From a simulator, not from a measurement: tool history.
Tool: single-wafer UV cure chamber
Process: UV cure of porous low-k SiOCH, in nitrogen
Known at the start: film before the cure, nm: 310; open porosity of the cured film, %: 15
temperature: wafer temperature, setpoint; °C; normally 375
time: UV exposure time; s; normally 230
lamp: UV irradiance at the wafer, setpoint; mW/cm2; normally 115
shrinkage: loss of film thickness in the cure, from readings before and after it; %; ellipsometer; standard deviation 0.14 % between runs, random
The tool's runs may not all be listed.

run     day  temperature  time  lamp  wafers since the last listed run  hours since the UV bulbs were replaced  wafers since the quartz window was cleaned  shrinkage
  1       0          375   230   115                                 0                                  1925.5                                        1277       7.95
  2   2.708          375   230   103                               331                                  1990.5                                        1609      7.368
  3   4.529          375   230   103                               222                                  2034.2                                        1832      7.445
      5.208  -- quartz window cleaned
  4   8.388          375   230   115                               431                                  2126.8                                         389      8.221
  5  10.117          375   185   115                               211                                  2168.3                                         600      7.168
  6  13.312          375   185   115                               391                                    2245                                         992      7.101
  7  16.992          375   155   115                               450                                  2333.3                                        1442      6.407
  8  18.533          375   155   115                               188                                  2370.3                                        1631       6.28
     20.592  -- quartz window cleaned
  9  27.175          386   230   115                              1016                                  2577.7                                         805      8.068
 10  29.225          386   230   115                               250                                  2626.9                                        1056      7.676
       31.4  -- UV bulbs replaced
 11  31.688          386   230   115                               260                                     6.9                                        1317      8.988
 12  33.638          375   230   115                               238                                    53.7                                        1555      8.729
     34.367  -- quartz window cleaned
 13  37.433          375   230   115                               423                                   144.8                                         375       8.94
 14  40.829          375   230   115                               415                                   226.3                                         790      8.767
 15  43.042          364   300   115                               270                                   279.4                                        1061      9.703
 16  44.925          385   275   115                               230                                   324.6                                        1292      9.482
 17  47.321          375   350   115                               293                                   382.1                                        1585     10.207
     48.733  -- quartz window cleaned
 18   49.55          385   185   130                               232                                   435.6                                         100      8.835
 19  53.362          375   150   115                               466                                   527.1                                         566      7.127
 20  57.029          382   130   139                               448                                   615.1                                        1015      7.169
 21  59.846          375   230   115                               344                                   682.7                                        1360      8.411
 22  62.538          375   150   115                               329                                   747.3                                        1689        6.7
     64.267  -- quartz window cleaned
 23  66.079          387   230   127                               392                                   832.3                                         221      9.361
 24  67.862          375   305   152                               218                                   875.1                                         439     10.608
 25  71.871          365   290   141                               490                                   971.3                                         930      9.689
 26  73.521          375   355   143                               201                                  1010.9                                        1132     10.834

Take each entry between the runs: how does the hidden state at the last listed run before it differ from the hidden state at the first listed run after it?
Run 3 -> run 4: quartz window cleaned (day 5.208)
  lamp output below its setpoint, %: 26.4 -> 26.6; transmission lost against a clean window, %: 20.3 -> 11.3
  the result without the hidden state subtracted from the measured one, shrinkage: -1.993 -> -1.642 %
Run 8 -> run 9: quartz window cleaned (day 20.592)
  lamp output below its setpoint, %: 27.2 -> 27.6; transmission lost against a clean window, %: 20.9 -> 16.4
  the result without the hidden state subtracted from the measured one, shrinkage: -1.951 -> -1.906 %
Run 10 -> run 11: UV bulbs replaced (day 31.4)
  lamp output below its setpoint, %: 27.7 -> 0.926; transmission lost against a clean window, %: 18.2 -> 19.7
  the result without the hidden state subtracted from the measured one, shrinkage: -1.917 -> -0.873 %
Run 12 -> run 13: quartz window cleaned (day 34.367)
  lamp output below its setpoint, %: 2.32 -> 4.83; transmission lost against a clean window, %: 20.4 -> 11.3
  the result without the hidden state subtracted from the measured one, shrinkage: -0.954 -> -0.638 %
Run 17 -> run 18: quartz window cleaned (day 48.733)
  lamp output below its setpoint, %: 10.3 -> 11.3; transmission lost against a clean window, %: 21 -> 3.83
  the result without the hidden state subtracted from the measured one, shrinkage: -1.396 -> -0.601 %
Run 22 -> run 23: quartz window cleaned (day 64.267)
  lamp output below its setpoint, %: 16.2 -> 17.3; transmission lost against a clean window, %: 20.4 -> 7.18
  the result without the hidden state subtracted from the measured one, shrinkage: -1.445 -> -1.035 %
